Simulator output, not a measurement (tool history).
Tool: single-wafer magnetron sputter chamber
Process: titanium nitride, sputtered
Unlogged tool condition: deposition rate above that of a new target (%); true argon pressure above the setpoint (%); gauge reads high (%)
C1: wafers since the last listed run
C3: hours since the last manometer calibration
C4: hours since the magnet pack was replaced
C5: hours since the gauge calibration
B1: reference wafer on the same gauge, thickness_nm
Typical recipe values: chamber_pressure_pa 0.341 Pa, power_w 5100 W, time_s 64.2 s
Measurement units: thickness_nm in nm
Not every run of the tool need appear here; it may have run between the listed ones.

Run 1, hour 0.0: usual settings; C1 0; wafers on the sputter target 2536; C3 868.1; C4 7225.9; C5 415.6; B1 63.647. Result: thickness_nm 58.975 nm.
Run 2, hour 26.1: usual settings; C1 686; wafers on the sputter target 3222; C3 894.2; C4 7252.0; C5 441.7; B1 63.654. Result: thickness_nm 58.466 nm.
Run 3, hour 59.7: usual settings; C1 883; wafers on the sputter target 4106; C3 927.8; C4 7285.6; C5 475.3; B1 63.693. Result: thickness_nm 58.781 nm.
At hour 90.6: sputter target and shields replaced.
Run 4, hour 91.1: usual settings; C1 615; wafers on the sputter target 14; C3 959.2; C4 7317.0; C5 506.7; B1 63.789. Result: thickness_nm 58.719 nm.
Run 5, hour 117.7: usual settings; C1 699; wafers on the sputter target 713; C3 985.8; C4 7343.6; C5 533.3; B1 63.698. Result: thickness_nm 59.008 nm.
Run 6, hour 136.5: usual settings; C1 494; wafers on the sputter target 1208; C3 1004.6; C4 7362.4; C5 552.1; B1 63.794. Result: thickness_nm 59.145 nm.
Run 7, hour 169.9: usual settings; C1 878; wafers on the sputter target 2087; C3 1038.0; C4 7395.8; C5 585.5; B1 63.763. Result: thickness_nm 58.992 nm.
Run 8, hour 192.5: usual settings; C1 594; wafers on the sputter target 2681; C3 1060.6; C4 7418.4; C5 608.1; B1 63.820. Result: thickness_nm 58.778 nm.
At hour 213.2: gauge calibrated.
At hour 214.9: capacitance manometer re-zeroed and calibrated.
Run 9, hour 219.3: usual settings; C1 494; wafers on the sputter target 3176; C3 4.4; C4 7445.2; C5 6.1; B1 62.613. Result: thickness_nm 57.671 nm.
Run 10, hour 246.0: usual settings; C1 702; wafers on the sputter target 3878; C3 31.1; C4 7471.9; C5 32.8; B1 62.819. Result: thickness_nm 57.999 nm.
At hour 258.2: magnet pack replaced.
Run 11, hour 259.6: usual settings; C1 147; wafers on the sputter target 4025; C3 44.7; C4 1.4; C5 46.4; B1 62.866. Result: thickness_nm 57.851 nm.
At hour 279.7: sputter target and shields replaced.
Run 12, hour 288.6: usual settings; C1 552; wafers on the sputter target 235; C3 73.7; C4 30.4; C5 75.4; B1 62.964. Result: thickness_nm 58.629 nm.
Run 13, hour 324.5: usual settings but power_w 5900 W, time_s 56.0 s; C1 944; wafers on the sputter target 1179; C3 109.6; C4 66.3; C5 111.3; B1 63.280. Result: thickness_nm 56.088 nm.
Run 14, hour 347.1: usual settings; C1 594; wafers on the sputter target 1773; C3 132.2; C4 88.9; C5 133.9; B1 63.303. Result: thickness_nm 58.531 nm.

Run 15 has not been measured yet. What should we expect?
Run 15, hour 378.5: usual settings but chamber_pressure_pa 0.399 Pa; C1 825; wafers on the sputter target 2599; C3 163.6; C4 120.3; C5 165.3; B1 ?. Result: thickness_nm ?.

Logged for run 15: B1 63.331, thickness_nm 56.633 nm.
With the hidden condition absent and the run-to-run variation left alone, this run would have shown thickness_nm 55.968 nm.
